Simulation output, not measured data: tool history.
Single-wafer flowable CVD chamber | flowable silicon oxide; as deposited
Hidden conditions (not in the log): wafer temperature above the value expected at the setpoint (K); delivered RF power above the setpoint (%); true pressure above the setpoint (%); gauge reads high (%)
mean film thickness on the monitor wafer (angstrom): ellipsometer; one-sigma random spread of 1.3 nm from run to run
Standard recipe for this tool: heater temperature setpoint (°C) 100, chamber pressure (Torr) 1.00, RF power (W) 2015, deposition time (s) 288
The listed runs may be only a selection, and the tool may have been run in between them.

| run | hour | heater temperature setpoint (°C) | chamber pressure (Torr) | RF power (W) | deposition time (s) | wafers since the last listed run | hours since the last thermocouple change | hours since the last RF generator calibration | hours since the last manometer calibration | hours since the showerhead was replaced | hours since the gauge calibration | read-back reference wafer on the same gauge, thickness_nm | mean film thickness on the monitor wafer (angstrom) |
|---|---|---|---|---|---|---|---|---|---|---|---|---|---|
| 1 | 0.0 | 100 | 1.00 | 2015 | 288 | 0 | 1845.2 | 950.0 | 1482.5 | 4190.5 | 135.2 | 224.843 | 2233.87 |
| 2 | 7.2 | 100 | 1.00 | 2015 | 288 | 30 | 1852.4 | 957.2 | 1489.7 | 4197.7 | 142.4 | 224.896 | 2257.20 |
| 3 | 13.8 | 100 | 1.00 | 1820 | 288 | 27 | 1859.0 | 963.8 | 1496.3 | 4204.3 | 149.0 | 224.634 | 2183.08 |
| 4 | 22.0 | 100 | 1.00 | 2015 | 288 | 34 | 1867.2 | 972.0 | 1504.5 | 4212.5 | 157.2 | 225.510 | 2251.69 |
| 5 | 33.4 | 100 | 1.00 | 2015 | 288 | 47 | 1878.6 | 983.4 | 1515.9 | 4223.9 | 168.6 | 224.607 | 2237.92 |
| 6 | 40.3 | 100 | 1.00 | 2015 | 288 | 28 | 1885.5 | 990.3 | 1522.8 | 4230.8 | 175.5 | 225.200 | 2254.59 |
| 7 | 48.6 | 100 | 1.00 | 2015 | 262 | 34 | 1893.8 | 998.6 | 1531.1 | 4239.1 | 183.8 | 225.052 | 2050.72 |
| 8 | 64.7 | 100 | 1.00 | 2015 | 262 | 67 | 1909.9 | 1014.7 | 1547.2 | 4255.2 | 199.9 | 225.082 | 2041.42 |
| 9 | 71.6 | 100 | 1.00 | 2015 | 247 | 28 | 1916.8 | 1021.6 | 1554.1 | 4262.1 | 206.8 | 224.779 | 1940.05 |
|  | 85.9 | capacitance manometer re-zeroed and calibrated |
| 10 | 87.3 | 100 | 1.00 | 2015 | 247 | 32 | 1932.5 | 1037.3 | 1.4 | 4277.8 | 222.5 | 225.072 | 1937.78 |
| 11 | 96.3 | 100 | 0.94 | 1840 | 288 | 37 | 1941.5 | 1046.3 | 10.4 | 4286.8 | 231.5 | 225.177 | 2081.89 |
| 12 | 105.6 | 100 | 0.81 | 2015 | 288 | 38 | 1950.8 | 1055.6 | 19.7 | 4296.1 | 240.8 | 224.642 | 1801.23 |
|  | 134.9 | gauge calibrated |
| 13 | 143.0 | 100 | 1.00 | 2015 | 288 | 156 | 1988.2 | 1093.0 | 57.1 | 4333.5 | 8.1 | 224.864 | 2227.40 |
| 14 | 152.3 | 93 | 1.00 | 2015 | 233 | 38 | 1997.5 | 1102.3 | 66.4 | 4342.8 | 17.4 | 225.609 | 2374.38 |
| 15 | 165.3 | 100 | 0.79 | 2015 | 306 | 54 | 2010.5 | 1115.3 | 79.4 | 4355.8 | 30.4 | 224.824 | 1896.10 |
| 16 | 176.3 | 87 | 1.00 | 2130 | 288 | 46 | 2021.5 | 1126.3 | 90.4 | 4366.8 | 41.4 | 225.112 | 3672.26 |
|  | 194.1 | RF generator calibrated |
| 17 | 194.6 | 100 | 1.00 | 2015 | 288 | 43 | 2039.8 | 0.5 | 108.7 | 4385.1 | 59.7 | 224.747 | 2272.77 |
|  | 208.1 | showerhead replaced |
| 18 | 208.6 | 100 | 1.00 | 2015 | 288 | 25 | 2053.8 | 14.5 | 122.7 | 0.5 | 73.7 | 224.879 | 2282.67 |
|  | 224.3 | thermocouple changed; heater temperature recalibrated |
| 19 | 224.8 | 100 | 1.10 | 2015 | 288 | 34 | 0.5 | 30.7 | 138.9 | 16.7 | 89.9 | 224.899 | 2489.64 |
| 20 | 228.9 | 100 | 1.06 | 2015 | 288 | 17 | 4.6 | 34.8 | 143.0 | 20.8 | 94.0 | 224.978 | 2392.47 |
| 21 | 241.4 | 87 | 1.00 | 2015 | 288 | 52 | 17.1 | 47.3 | 155.5 | 33.3 | 106.5 | 225.060 | 3615.62 |
| 22 | 248.9 | 111 | 0.88 | 2015 | 249 | 31 | 24.6 | 54.8 | 163.0 | 40.8 | 114.0 | 224.999 | 1136.09 |
| 23 | 258.2 | 88 | 1.00 | 2245 | 288 | 38 | 33.9 | 64.1 | 172.3 | 50.1 | 123.3 | 225.015 | 3551.21 |
| 24 | 271.5 | 94 | 0.91 | 2015 | 288 | 55 | 47.2 | 77.4 | 185.6 | 63.4 | 136.6 | 225.478 | 2595.26 |
| 25 | 283.5 | 100 | 1.00 | 2015 | 231 | 50 | 59.2 | 89.4 | 197.6 | 75.4 | 148.6 | 224.847 | 1794.87 |
| 26 | 290.0 | 100 | 0.91 | 2375 | 309 | 27 | 65.7 | 95.9 | 204.1 | 81.9 | 155.1 | 224.921 | 2261.49 |
| 27 | 297.8 | 100 | 1.00 | 2015 | 288 | 32 | 73.5 | 103.7 | 211.9 | 89.7 | 162.9 | 224.662 | 2246.60 |
| 28 | 305.0 | 100 | 1.00 | 2015 | 288 | 30 | 80.7 | 110.9 | 219.1 | 96.9 | 170.1 | 224.858 | 2228.25 |

List, for all runs, the conditions of the tool that the log does not record:
wafer temperature above the value expected at the setpoint (K): 0 on each run
delivered RF power above the setpoint (%): 0 on each run
true pressure above the setpoint (%): 0 on each run
gauge reads high (%): 0 on each run
